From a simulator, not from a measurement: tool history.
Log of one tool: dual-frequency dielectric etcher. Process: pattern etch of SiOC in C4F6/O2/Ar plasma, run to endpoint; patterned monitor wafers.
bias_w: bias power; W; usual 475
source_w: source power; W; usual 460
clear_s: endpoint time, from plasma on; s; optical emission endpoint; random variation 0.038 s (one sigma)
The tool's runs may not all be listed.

run,hour,bias_w,source_w,"incoming incoming film thickness, nm",clear_s
1,0,416,460,37.97,12.8
2,13.1,475,460,38.07,12.4
3,33.1,513,460,38.21,12.2
4,64,513,460,38.37,12.4
5,83.7,513,460,38.37,12.3
6,114.7,475,460,38.38,12.5
7,147,523,420,38.17,12.9
8,162.8,475,390,37.93,13.8
9,184,475,460,38.35,12.6
10,202.9,475,460,38.19,12.4
11,243.8,475,460,37.98,12.7
12,254.2,475,500,38.21,12.2
13,269.1,475,500,37.55,12
14,303.9,475,500,38.51,12.3
15,330.9,570,550,38.14,10.9
16,358.8,475,430,38.59,13.5
17,381.5,410,580,38.21,11.7
18,473.1,475,460,38.19,12.7
19,499.9,431,520,38.49,12.2
20,523.1,561,350,38.26,14.6
21,550.6,386,530,38.67,12.5
22,573,371,460,38.04,13.1
23,590.7,475,460,38.48,12.5
24,605.6,396,530,37.69,11.7
25,630.5,475,460,38.18,12.3
26,659.9,428,580,37.89,11
27,677.8,475,460,38.21,12.3
28,710.8,475,460,38.47,12.4

Taken out of this log: 4 entries between the listed runs. Where each belongs, and how the hidden state differs across it:
Between runs 10 and 11: upper electrode replaced (hour 227.1); wet clean of the chamber (hour 243.3)
  etch rate over this chamber's usual, %: 2.57 -> -0.0163; source power that arrives over what is set, %: -2.5 -> -2.65
Between runs 14 and 15: bias power generator calibrated (hour 308.5)
  etch rate over this chamber's usual, %: 0.28 -> 0.413; source power that arrives over what is set, %: -2.87 -> -2.98
Between runs 21 and 22: source power generator calibrated (hour 566.3)
  etch rate over this chamber's usual, %: 1.5 -> 1.61; source power that arrives over what is set, %: -3.89 -> 0.32
